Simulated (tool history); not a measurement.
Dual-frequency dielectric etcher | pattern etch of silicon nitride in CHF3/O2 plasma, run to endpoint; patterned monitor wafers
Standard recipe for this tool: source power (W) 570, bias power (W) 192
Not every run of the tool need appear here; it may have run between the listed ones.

run,hour,source power (W),bias power (W),"incoming incoming film thickness, nm",endpoint time (s)
1,0,640,192,64.2,40
2,258,570,207,64.3,43
3,317.5,570,178,64.3,44
4,382.3,570,178,64,43.5
5,471.7,570,178,64.8,43.5
6,524.9,570,230,64.2,41.1
7,562.7,570,230,64.3,41
8,637.6,530,192,64.7,43.9
9,713.3,570,222,64.2,41.3
10,771,570,222,64,42.9
11,807.5,570,192,63.7,43.2
12,883,570,192,63.9,43
13,985.6,570,192,65.2,44.3
14,1027.6,570,192,64.4,43.1
15,1086.1,570,192,64.3,42.5
16,1163.6,690,209,64.1,38.1
17,1344.8,570,192,64.1,43.7
18,1388.9,490,175,64,48.7
19,1475.8,640,240,63.4,38.6
20,1531.9,570,192,64.2,43.3
21,1617.2,610,211,63.8,40.6
22,1671,660,150,64.5,41.4
23,1748.8,570,168,64.6,43.7
24,1800.8,660,192,63.7,38.9
25,1879.6,470,169,64.3,47.8
26,1945.7,500,164,64.5,46.6
27,2012.1,570,192,65.1,44.3
28,2093.1,570,192,64.6,43.8
29,2200.5,530,230,64.6,43.9
30,2264.9,570,192,65.1,43.6
31,2360.6,500,224,64.3,44.2

Between the runs listed above, the log contained 7 entries, not reproduced here. Where in the sequence does each belong, and how does what the log doesn't record of the tool's condition differ from the listed run before to the listed run after?
After run 1, before run 2: wet clean of the chamber (hour 83.8)
  etch rate over this chamber's usual, %: 3.65 -> 1.06
  the result without the hidden state subtracted from the measured one, endpoint time (s): -1.4 -> -0.4
After run 9, before run 10: bias power generator calibrated (hour 729.6); wet clean of the chamber (hour 741.2)
  etch rate over this chamber's usual, %: 4.84 -> 0.162
  the result without the hidden state subtracted from the measured one, endpoint time (s): -2 -> -0.1
After run 16, before run 17: source power generator calibrated (hour 1196.5); wet clean of the chamber (hour 1344.3)
  etch rate over this chamber's usual, %: 3.43 -> -0.112
  the result without the hidden state subtracted from the measured one, endpoint time (s): -1.3 -> +0
After run 22, before run 23: upper electrode replaced (hour 1739.4)
  etch rate over this chamber's usual, %: 2.6 -> 3.25
  the result without the hidden state subtracted from the measured one, endpoint time (s): -1.1 -> -1.4
After run 26, before run 27: wet clean of the chamber (hour 2011.6)
  etch rate over this chamber's usual, %: 4.88 -> 0.215
  the result without the hidden state subtracted from the measured one, endpoint time (s): -2.3 -> -0.1
